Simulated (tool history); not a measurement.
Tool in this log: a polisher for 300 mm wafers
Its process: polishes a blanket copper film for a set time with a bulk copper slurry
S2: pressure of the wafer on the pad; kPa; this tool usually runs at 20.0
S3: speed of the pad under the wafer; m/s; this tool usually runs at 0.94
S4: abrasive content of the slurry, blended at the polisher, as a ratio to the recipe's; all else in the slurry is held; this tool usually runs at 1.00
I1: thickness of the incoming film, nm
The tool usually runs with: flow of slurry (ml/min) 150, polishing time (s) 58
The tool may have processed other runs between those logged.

run 1 hour=0.0 | flow_of_slurry_(ml/min)=150 S2=20.0 S3=0.76 S4=1.00 polishing_time_(s)=58 | I1=2791.6 | film_removed_(Å)=3744
-- hour=16.1 worn pad replaced by a new one
run 2 hour=26.3 | flow_of_slurry_(ml/min)=150 S2=20.0 S3=0.76 S4=1.00 polishing_time_(s)=58 | I1=2804.9 | film_removed_(Å)=3665
run 3 hour=36.2 | flow_of_slurry_(ml/min)=150 S2=20.0 S3=0.94 S4=1.00 polishing_time_(s)=58 | I1=2781.0 | film_removed_(Å)=4546
run 4 hour=51.0 | flow_of_slurry_(ml/min)=150 S2=22.1 S3=0.94 S4=1.00 polishing_time_(s)=58 | I1=2828.5 | film_removed_(Å)=5006
run 5 hour=59.8 | flow_of_slurry_(ml/min)=150 S2=20.0 S3=0.94 S4=1.00 polishing_time_(s)=68 | I1=2809.5 | film_removed_(Å)=5285
run 6 hour=66.9 | flow_of_slurry_(ml/min)=150 S2=20.0 S3=0.94 S4=1.00 polishing_time_(s)=58 | I1=2835.3 | film_removed_(Å)=4532
-- hour=78.5 worn pad replaced by a new one
run 7 hour=83.0 | flow_of_slurry_(ml/min)=150 S2=20.0 S3=0.94 S4=1.00 polishing_time_(s)=58 | I1=2793.9 | film_removed_(Å)=4539
run 8 hour=91.0 | flow_of_slurry_(ml/min)=150 S2=20.0 S3=0.94 S4=1.00 polishing_time_(s)=58 | I1=2764.8 | film_removed_(Å)=4463
run 9 hour=102.7 | flow_of_slurry_(ml/min)=150 S2=24.8 S3=0.80 S4=1.00 polishing_time_(s)=58 | I1=2786.0 | film_removed_(Å)=4854
-- hour=115.7 slurry nozzle cleaned
-- hour=131.6 worn pad replaced by a new one
run 10 hour=149.7 | flow_of_slurry_(ml/min)=150 S2=20.0 S3=0.94 S4=1.00 polishing_time_(s)=58 | I1=2793.2 | film_removed_(Å)=4459
run 11 hour=159.2 | flow_of_slurry_(ml/min)=150 S2=20.0 S3=1.12 S4=1.00 polishing_time_(s)=58 | I1=2787.3 | film_removed_(Å)=5266
-- hour=171.8 head pressure recalibrated
run 12 hour=174.0 | flow_of_slurry_(ml/min)=150 S2=20.0 S3=0.94 S4=1.25 polishing_time_(s)=58 | I1=2786.7 | film_removed_(Å)=4696
-- hour=185.4 worn pad replaced by a new one
run 13 hour=185.9 | flow_of_slurry_(ml/min)=150 S2=15.2 S3=0.72 S4=0.90 polishing_time_(s)=76 | I1=2732.0 | film_removed_(Å)=3251

Run 14 has not been measured yet. What should we expect?
-- hour=205.6 slurry blender recalibrated
run 14 hour=226.7 | flow_of_slurry_(ml/min)=150 S2=26.2 S3=0.94 S4=1.00 polishing_time_(s)=66 | I1=2795.5 | film_removed_(Å)=?

Run 14 produced film removed (Å) 7086.
Minus the tool's unlogged condition, the same run would have read film removed (Å) 7152.

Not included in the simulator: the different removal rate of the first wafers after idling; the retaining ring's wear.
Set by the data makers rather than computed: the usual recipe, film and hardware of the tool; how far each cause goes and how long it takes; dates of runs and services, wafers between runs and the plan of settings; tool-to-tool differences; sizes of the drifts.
